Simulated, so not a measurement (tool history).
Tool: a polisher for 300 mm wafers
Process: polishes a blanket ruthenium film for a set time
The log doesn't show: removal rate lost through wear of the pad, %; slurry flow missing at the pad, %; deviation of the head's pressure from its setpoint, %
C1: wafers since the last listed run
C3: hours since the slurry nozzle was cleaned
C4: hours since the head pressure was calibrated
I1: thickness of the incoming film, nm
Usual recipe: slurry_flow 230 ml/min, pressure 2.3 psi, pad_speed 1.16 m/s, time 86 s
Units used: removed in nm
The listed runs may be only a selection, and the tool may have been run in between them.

{"run": 1, "hour": 0.0, "slurry_flow": 230, "pressure": 2.3, "pad_speed": 1.16, "time": 86, "C1": 0, "wafers polished on this pad": 1746, "C3": 220.2, "C4": 274.6, "I1": 419.9, "removed": 113.2}
{"run": 2, "hour": 23.5, "slurry_flow": 230, "pressure": 2.3, "pad_speed": 1.16, "time": 86, "C1": 211, "wafers polished on this pad": 1958, "C3": 243.7, "C4": 298.1, "I1": 423.8, "removed": 111.9}
{"hour": 46.9, "done": "worn pad replaced by a new one"}
{"hour": 57.3, "done": "head pressure recalibrated"}
{"run": 3, "hour": 88.4, "slurry_flow": 230, "pressure": 2.3, "pad_speed": 1.16, "time": 86, "C1": 529, "wafers polished on this pad": 355, "C3": 308.6, "C4": 31.1, "I1": 421, "removed": 112.3}
{"run": 4, "hour": 103.3, "slurry_flow": 230, "pressure": 2.3, "pad_speed": 1.16, "time": 86, "C1": 134, "wafers polished on this pad": 489, "C3": 323.5, "C4": 46, "I1": 419.5, "removed": 113}
{"run": 5, "hour": 129.8, "slurry_flow": 230, "pressure": 2, "pad_speed": 1.16, "time": 86, "C1": 238, "wafers polished on this pad": 727, "C3": 350, "C4": 72.5, "I1": 421.5, "removed": 99.6}
{"run": 6, "hour": 155.1, "slurry_flow": 230, "pressure": 2, "pad_speed": 1.16, "time": 86, "C1": 227, "wafers polished on this pad": 955, "C3": 375.3, "C4": 97.8, "I1": 417.5, "removed": 100.1}
{"run": 7, "hour": 177.1, "slurry_flow": 230, "pressure": 2.3, "pad_speed": 1.16, "time": 86, "C1": 197, "wafers polished on this pad": 1153, "C3": 397.3, "C4": 119.8, "I1": 417, "removed": 113.3}
{"run": 8, "hour": 204.2, "slurry_flow": 230, "pressure": 2.3, "pad_speed": 1.16, "time": 86, "C1": 243, "wafers polished on this pad": 1397, "C3": 424.4, "C4": 146.9, "I1": 424.2, "removed": 111.9}
{"run": 9, "hour": 225.4, "slurry_flow": 230, "pressure": 2.3, "pad_speed": 1.16, "time": 86, "C1": 190, "wafers polished on this pad": 1587, "C3": 445.6, "C4": 168.1, "I1": 413.4, "removed": 110.9}
{"run": 10, "hour": 249.2, "slurry_flow": 230, "pressure": 2.3, "pad_speed": 1.16, "time": 86, "C1": 214, "wafers polished on this pad": 1801, "C3": 469.4, "C4": 191.9, "I1": 422.7, "removed": 115.5}
{"run": 11, "hour": 277.7, "slurry_flow": 230, "pressure": 2.3, "pad_speed": 1.16, "time": 86, "C1": 256, "wafers polished on this pad": 2058, "C3": 497.9, "C4": 220.4, "I1": 416.4, "removed": 114.6}
{"run": 12, "hour": 290.1, "slurry_flow": 230, "pressure": 2.3, "pad_speed": 1.16, "time": 86, "C1": 111, "wafers polished on this pad": 2169, "C3": 510.3, "C4": 232.8, "I1": 418.9, "removed": 114.3}
{"run": 13, "hour": 302.9, "slurry_flow": 230, "pressure": 2.3, "pad_speed": 1.46, "time": 69, "C1": 115, "wafers polished on this pad": 2285, "C3": 523.1, "C4": 245.6, "I1": 418.5, "removed": 105.1}
{"hour": 309.7, "done": "worn pad replaced by a new one"}
{"run": 14, "hour": 323.8, "slurry_flow": 230, "pressure": 2.3, "pad_speed": 1.16, "time": 71, "C1": 152, "wafers polished on this pad": 127, "C3": 544, "C4": 266.5, "I1": 422.5, "removed": 94.3}
{"run": 15, "hour": 345.7, "slurry_flow": 230, "pressure": 2.3, "pad_speed": 0.92, "time": 86, "C1": 197, "wafers polished on this pad": 324, "C3": 565.9, "C4": 288.4, "I1": 421.4, "removed": 98.6}
{"run": 16, "hour": 373.8, "slurry_flow": 230, "pressure": 2.3, "pad_speed": 1.16, "time": 86, "C1": 252, "wafers polished on this pad": 577, "C3": 594, "C4": 316.5, "I1": 412.5, "removed": 114.7}
{"hour": 393.5, "done": "head pressure recalibrated"}
{"run": 17, "hour": 407.5, "slurry_flow": 295, "pressure": 2.6, "pad_speed": 0.82, "time": 110, "C1": 285, "wafers polished on this pad": 862, "C3": 627.7, "C4": 14, "I1": 415.3, "removed": 137.6}
{"run": 18, "hour": 438.5, "slurry_flow": 230, "pressure": 2.3, "pad_speed": 1.3, "time": 111, "C1": 278, "wafers polished on this pad": 1141, "C3": 658.7, "C4": 45, "I1": 426.1, "removed": 154.5}

For run 19, what comes out?
{"run": 19, "hour": 469.5, "slurry_flow": 290, "pressure": 3, "pad_speed": 1.16, "time": 99, "C1": 278, "wafers polished on this pad": 1420, "C3": 689.7, "C4": 76, "I1": 418.4, "removed": "?"}

{"run 19": {"removed": 173.1}}
Without the tool's hidden state the same run would have given removed 173.1 nm.

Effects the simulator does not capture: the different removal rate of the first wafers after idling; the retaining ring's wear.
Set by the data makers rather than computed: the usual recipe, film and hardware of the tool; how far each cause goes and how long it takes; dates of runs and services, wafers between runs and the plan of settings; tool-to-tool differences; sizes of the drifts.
